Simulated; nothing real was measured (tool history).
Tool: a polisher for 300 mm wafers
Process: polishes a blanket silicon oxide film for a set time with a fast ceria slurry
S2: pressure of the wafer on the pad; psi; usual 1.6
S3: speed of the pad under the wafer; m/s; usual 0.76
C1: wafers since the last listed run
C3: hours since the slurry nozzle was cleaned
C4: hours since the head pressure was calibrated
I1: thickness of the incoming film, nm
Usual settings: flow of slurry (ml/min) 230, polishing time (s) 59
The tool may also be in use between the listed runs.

run 1 hour=0 | flow_of_slurry_(ml/min)=230 S2=1.6 S3=0.76 polishing_time_(s)=59 | C1=0 wafers_polished_on_this_pad=2131 C3=259 C4=1170.7 | I1=3435.9 | film_removed_(angstrom)=4587
run 2 hour=55.3 | flow_of_slurry_(ml/min)=230 S2=1.6 S3=0.76 polishing_time_(s)=59 | C1=698 wafers_polished_on_this_pad=2829 C3=314.3 C4=1226 | I1=3401.9 | film_removed_(angstrom)=4632
-- hour=103.3 worn pad replaced by a new one
run 3 hour=106.8 | flow_of_slurry_(ml/min)=270 S2=1.6 S3=0.76 polishing_time_(s)=73 | C1=599 wafers_polished_on_this_pad=44 C3=365.8 C4=1277.5 | I1=3449.3 | film_removed_(angstrom)=5696
run 4 hour=162 | flow_of_slurry_(ml/min)=230 S2=1.6 S3=0.76 polishing_time_(s)=59 | C1=696 wafers_polished_on_this_pad=740 C3=421 C4=1332.7 | I1=3386.7 | film_removed_(angstrom)=4362
run 5 hour=244.1 | flow_of_slurry_(ml/min)=230 S2=1.6 S3=0.76 polishing_time_(s)=59 | C1=1036 wafers_polished_on_this_pad=1777 C3=503.1 C4=1414.8 | I1=3434.7 | film_removed_(angstrom)=4132
-- hour=254.3 slurry nozzle cleaned
run 6 hour=304.7 | flow_of_slurry_(ml/min)=230 S2=1.6 S3=0.76 polishing_time_(s)=59 | C1=752 wafers_polished_on_this_pad=2529 C3=50.4 C4=1475.4 | I1=3434.5 | film_removed_(angstrom)=4705
run 7 hour=389.3 | flow_of_slurry_(ml/min)=230 S2=1.6 S3=0.76 polishing_time_(s)=59 | C1=1067 wafers_polished_on_this_pad=3597 C3=135 C4=1560 | I1=3453.3 | film_removed_(angstrom)=4705
-- hour=413.6 worn pad replaced by a new one
run 8 hour=437.7 | flow_of_slurry_(ml/min)=230 S2=1.6 S3=0.76 polishing_time_(s)=59 | C1=560 wafers_polished_on_this_pad=304 C3=183.4 C4=1608.4 | I1=3376 | film_removed_(angstrom)=4746
-- hour=454.7 head pressure recalibrated
run 9 hour=496.4 | flow_of_slurry_(ml/min)=230 S2=1.6 S3=0.76 polishing_time_(s)=59 | C1=715 wafers_polished_on_this_pad=1020 C3=242.1 C4=41.7 | I1=3452.3 | film_removed_(angstrom)=4611
run 10 hour=641.5 | flow_of_slurry_(ml/min)=230 S2=1.6 S3=0.76 polishing_time_(s)=59 | C1=1831 wafers_polished_on_this_pad=2852 C3=387.2 C4=186.8 | I1=3479.8 | film_removed_(angstrom)=4563
-- hour=656.1 slurry nozzle cleaned
-- hour=690.5 worn pad replaced by a new one
run 11 hour=693.8 | flow_of_slurry_(ml/min)=290 S2=1.6 S3=0.96 polishing_time_(s)=43 | C1=597 wafers_polished_on_this_pad=41 C3=37.7 C4=239.1 | I1=3469.9 | film_removed_(angstrom)=4412
run 12 hour=756.4 | flow_of_slurry_(ml/min)=295 S2=1.6 S3=0.76 polishing_time_(s)=59 | C1=790 wafers_polished_on_this_pad=831 C3=100.3 C4=301.7 | I1=3441.7 | film_removed_(angstrom)=4733
run 13 hour=824.2 | flow_of_slurry_(ml/min)=230 S2=1.6 S3=0.76 polishing_time_(s)=59 | C1=855 wafers_polished_on_this_pad=1687 C3=168.1 C4=369.5 | I1=3472.9 | film_removed_(angstrom)=4644
run 14 hour=889.3 | flow_of_slurry_(ml/min)=230 S2=1.4 S3=0.9 polishing_time_(s)=59 | C1=821 wafers_polished_on_this_pad=2509 C3=233.2 C4=434.6 | I1=3386.1 | film_removed_(angstrom)=4947
run 15 hour=938.3 | flow_of_slurry_(ml/min)=260 S2=1.9 S3=0.94 polishing_time_(s)=48 | C1=618 wafers_polished_on_this_pad=3127 C3=282.2 C4=483.6 | I1=3366 | film_removed_(angstrom)=5314
run 16 hour=993.7 | flow_of_slurry_(ml/min)=230 S2=1.4 S3=0.88 polishing_time_(s)=59 | C1=699 wafers_polished_on_this_pad=3827 C3=337.6 C4=539 | I1=3440.4 | film_removed_(angstrom)=4697
-- hour=1003.1 worn pad replaced by a new one
run 17 hour=1055.5 | flow_of_slurry_(ml/min)=195 S2=1.4 S3=0.76 polishing_time_(s)=68 | C1=729 wafers_polished_on_this_pad=661 C3=399.4 C4=600.8 | I1=3457.4 | film_removed_(angstrom)=4465
-- hour=1108.6 slurry nozzle cleaned
run 18 hour=1115.1 | flow_of_slurry_(ml/min)=230 S2=1.2 S3=0.56 polishing_time_(s)=59 | C1=739 wafers_polished_on_this_pad=1401 C3=6.5 C4=660.4 | I1=3478.4 | film_removed_(angstrom)=2818
-- hour=1270.7 worn pad replaced by a new one
run 19 hour=1303.7 | flow_of_slurry_(ml/min)=285 S2=1.6 S3=0.76 polishing_time_(s)=74 | C1=2330 wafers_polished_on_this_pad=417 C3=195.1 C4=849 | I1=3406.4 | film_removed_(angstrom)=5939
run 20 hour=1355 | flow_of_slurry_(ml/min)=285 S2=1.6 S3=0.58 polishing_time_(s)=47 | C1=647 wafers_polished_on_this_pad=1064 C3=246.4 C4=900.3 | I1=3431.2 | film_removed_(angstrom)=2839
run 21 hour=1398.2 | flow_of_slurry_(ml/min)=230 S2=1.6 S3=0.76 polishing_time_(s)=59 | C1=545 wafers_polished_on_this_pad=1610 C3=289.6 C4=943.5 | I1=3461.1 | film_removed_(angstrom)=4478

Forecast each of these 3 alternatives for the next run:
run A hour=1398.6 | flow_of_slurry_(ml/min)=230 S2=1.6 S3=0.76 polishing_time_(s)=47 | C1=5 wafers_polished_on_this_pad=1615 C3=290 C4=943.9 | I1=3447.3 | film_removed_(angstrom)=?
run B hour=1398.6 | flow_of_slurry_(ml/min)=200 S2=1.1 S3=0.68 polishing_time_(s)=59 | C1=5 wafers_polished_on_this_pad=1615 C3=290 C4=943.9 | I1=3447.3 | film_removed_(angstrom)=?
run C hour=1398.6 | flow_of_slurry_(ml/min)=250 S2=1.6 S3=0.76 polishing_time_(s)=72 | C1=5 wafers_polished_on_this_pad=1615 C3=290 C4=943.9 | I1=3447.3 | film_removed_(angstrom)=?

run=A film_removed_(angstrom)=3608
run=B film_removed_(angstrom)=3013
run=C film_removed_(angstrom)=5591
Without the tool's hidden state the same runs would have given:
run=A film_removed_(angstrom)=3719
run=B film_removed_(angstrom)=3119
run=C film_removed_(angstrom)=5750
